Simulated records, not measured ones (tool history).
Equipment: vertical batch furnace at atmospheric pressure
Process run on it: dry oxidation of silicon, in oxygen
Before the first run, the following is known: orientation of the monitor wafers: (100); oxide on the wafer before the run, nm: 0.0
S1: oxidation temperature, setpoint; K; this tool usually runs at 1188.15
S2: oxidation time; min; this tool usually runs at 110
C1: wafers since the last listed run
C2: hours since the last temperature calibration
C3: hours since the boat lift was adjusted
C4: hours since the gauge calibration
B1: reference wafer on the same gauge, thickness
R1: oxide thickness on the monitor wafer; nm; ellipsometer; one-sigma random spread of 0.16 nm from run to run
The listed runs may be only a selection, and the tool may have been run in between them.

{"run": 1, "hour": 0.0, "S1": 1168.15, "S2": 145, "C1": 0, "C2": 1679.6, "C3": 4968.6, "C4": 3430.7, "B1": 36.54, "R1": 34.24}
{"run": 2, "hour": 92.8, "S1": 1188.15, "S2": 110, "C1": 863, "C2": 1772.4, "C3": 5061.4, "C4": 3523.5, "B1": 36.42, "R1": 35.07}
{"run": 3, "hour": 136.0, "S1": 1188.15, "S2": 110, "C1": 402, "C2": 1815.6, "C3": 5104.6, "C4": 3566.7, "B1": 36.42, "R1": 35.2}
{"run": 4, "hour": 228.0, "S1": 1188.15, "S2": 110, "C1": 856, "C2": 1907.6, "C3": 5196.6, "C4": 3658.7, "B1": 36.56, "R1": 35.35}
{"run": 5, "hour": 374.8, "S1": 1188.15, "S2": 110, "C1": 1366, "C2": 2054.4, "C3": 5343.4, "C4": 3805.5, "B1": 36.49, "R1": 35.37}
{"run": 6, "hour": 474.6, "S1": 1188.15, "S2": 110, "C1": 928, "C2": 2154.2, "C3": 5443.2, "C4": 3905.3, "B1": 36.47, "R1": 35.52}
{"run": 7, "hour": 552.7, "S1": 1188.15, "S2": 110, "C1": 726, "C2": 2232.3, "C3": 5521.3, "C4": 3983.4, "B1": 36.51, "R1": 35.31}
{"run": 8, "hour": 594.6, "S1": 1188.15, "S2": 110, "C1": 389, "C2": 2274.2, "C3": 5563.2, "C4": 4025.3, "B1": 36.52, "R1": 35.55}
{"hour": 624.2, "done": "gauge calibrated"}
{"run": 9, "hour": 670.8, "S1": 1207.15, "S2": 110, "C1": 709, "C2": 2350.4, "C3": 5639.4, "C4": 46.6, "B1": 36.56, "R1": 43.47}
{"run": 10, "hour": 737.0, "S1": 1207.15, "S2": 110, "C1": 616, "C2": 2416.6, "C3": 5705.6, "C4": 112.8, "B1": 36.42, "R1": 43.22}
{"run": 11, "hour": 803.5, "S1": 1207.15, "S2": 110, "C1": 618, "C2": 2483.1, "C3": 5772.1, "C4": 179.3, "B1": 36.58, "R1": 43.65}
{"hour": 882.7, "done": "thermocouples replaced and temperature profile calibrated"}
{"run": 12, "hour": 903.8, "S1": 1181.15, "S2": 110, "C1": 710, "C2": 21.1, "C3": 5872.4, "C4": 279.6, "B1": 36.51, "R1": 31.53}
{"run": 13, "hour": 990.9, "S1": 1181.15, "S2": 110, "C1": 810, "C2": 108.2, "C3": 5959.5, "C4": 366.7, "B1": 36.44, "R1": 31.98}
{"hour": 1066.8, "done": "boat lift adjusted"}
{"run": 14, "hour": 1087.0, "S1": 1199.15, "S2": 110, "C1": 670, "C2": 204.3, "C3": 20.2, "C4": 462.8, "B1": 36.44, "R1": 39.82}
{"run": 15, "hour": 1130.2, "S1": 1205.15, "S2": 61, "C1": 402, "C2": 247.5, "C3": 63.4, "C4": 506, "B1": 36.51, "R1": 27.92}
{"run": 16, "hour": 1211.0, "S1": 1167.15, "S2": 79, "C1": 751, "C2": 328.3, "C3": 144.2, "C4": 586.8, "B1": 36.59, "R1": 22.64}
{"run": 17, "hour": 1300.4, "S1": 1188.15, "S2": 110, "C1": 831, "C2": 417.7, "C3": 233.6, "C4": 676.2, "B1": 36.53, "R1": 35.19}
{"run": 18, "hour": 1387.6, "S1": 1188.15, "S2": 110, "C1": 811, "C2": 504.9, "C3": 320.8, "C4": 763.4, "B1": 36.46, "R1": 35.13}
{"run": 19, "hour": 1472.0, "S1": 1188.15, "S2": 110, "C1": 785, "C2": 589.3, "C3": 405.2, "C4": 847.8, "B1": 36.43, "R1": 34.85}
{"run": 20, "hour": 1553.2, "S1": 1166.15, "S2": 145.5, "C1": 755, "C2": 670.5, "C3": 486.4, "C4": 929, "B1": 36.49, "R1": 33.6}
{"run": 21, "hour": 1624.0, "S1": 1188.15, "S2": 110, "C1": 658, "C2": 741.3, "C3": 557.2, "C4": 999.8, "B1": 36.45, "R1": 35.07}
{"run": 22, "hour": 1675.9, "S1": 1200.15, "S2": 55.5, "C1": 482, "C2": 793.2, "C3": 609.1, "C4": 1051.7, "B1": 36.5, "R1": 25.04}
{"run": 23, "hour": 1728.8, "S1": 1168.15, "S2": 133, "C1": 492, "C2": 846.1, "C3": 662, "C4": 1104.6, "B1": 36.53, "R1": 32.48}
{"run": 24, "hour": 1768.7, "S1": 1188.15, "S2": 110, "C1": 371, "C2": 886, "C3": 701.9, "C4": 1144.5, "B1": 36.49, "R1": 35.15}
{"run": 25, "hour": 1845.4, "S1": 1199.15, "S2": 71, "C1": 713, "C2": 962.7, "C3": 778.6, "C4": 1221.2, "B1": 36.58, "R1": 29.17}
{"run": 26, "hour": 1896.1, "S1": 1165.15, "S2": 69, "C1": 471, "C2": 1013.4, "C3": 829.3, "C4": 1271.9, "B1": 36.48, "R1": 20.33}
{"run": 27, "hour": 1933.0, "S1": 1208.15, "S2": 89.5, "C1": 343, "C2": 1050.3, "C3": 866.2, "C4": 1308.8, "B1": 36.55, "R1": 36.96}
{"run": 28, "hour": 2003.5, "S1": 1165.15, "S2": 69, "C1": 656, "C2": 1120.8, "C3": 936.7, "C4": 1379.3, "B1": 36.44, "R1": 20.33}
{"run": 29, "hour": 2090.5, "S1": 1171.15, "S2": 77.5, "C1": 809, "C2": 1207.8, "C3": 1023.7, "C4": 1466.3, "B1": 36.55, "R1": 23.34}
{"run": 30, "hour": 2194.1, "S1": 1199.15, "S2": 59.5, "C1": 964, "C2": 1311.4, "C3": 1127.3, "C4": 1569.9, "B1": 36.52, "R1": 25.92}
{"run": 31, "hour": 2295.3, "S1": 1188.15, "S2": 110, "C1": 941, "C2": 1412.6, "C3": 1228.5, "C4": 1671.1, "B1": 36.49, "R1": 35.14}
{"run": 32, "hour": 2353.2, "S1": 1168.15, "S2": 110, "C1": 538, "C2": 1470.5, "C3": 1286.4, "C4": 1729, "B1": 36.54, "R1": 28.88}
{"run": 33, "hour": 2429.7, "S1": 1168.15, "S2": 149, "C1": 711, "C2": 1547, "C3": 1362.9, "C4": 1805.5, "B1": 36.54, "R1": 35.06}
{"run": 34, "hour": 2480.1, "S1": 1210.15, "S2": 65, "C1": 469, "C2": 1597.4, "C3": 1413.3, "C4": 1855.9, "B1": 36.46, "R1": 30.76}
{"run": 35, "hour": 2526.2, "S1": 1188.15, "S2": 110, "C1": 428, "C2": 1643.5, "C3": 1459.4, "C4": 1902, "B1": 36.53, "R1": 35.29}
{"run": 36, "hour": 2600.6, "S1": 1188.15, "S2": 110, "C1": 692, "C2": 1717.9, "C3": 1533.8, "C4": 1976.4, "B1": 36.52, "R1": 35.27}
{"run": 37, "hour": 2694.7, "S1": 1188.15, "S2": 110, "C1": 875, "C2": 1812, "C3": 1627.9, "C4": 2070.5, "B1": 36.54, "R1": 35.36}

Predict the results of run 38:
{"run": 38, "hour": 2791.3, "S1": 1201.15, "S2": 136.5, "C1": 898, "C2": 1908.6, "C3": 1724.5, "C4": 2167.1, "B1": "?", "R1": "?"}

B1: 36.45
R1: 47.11 nm
Minus the tool's unlogged condition, the same run would have read R1 46.9 nm.

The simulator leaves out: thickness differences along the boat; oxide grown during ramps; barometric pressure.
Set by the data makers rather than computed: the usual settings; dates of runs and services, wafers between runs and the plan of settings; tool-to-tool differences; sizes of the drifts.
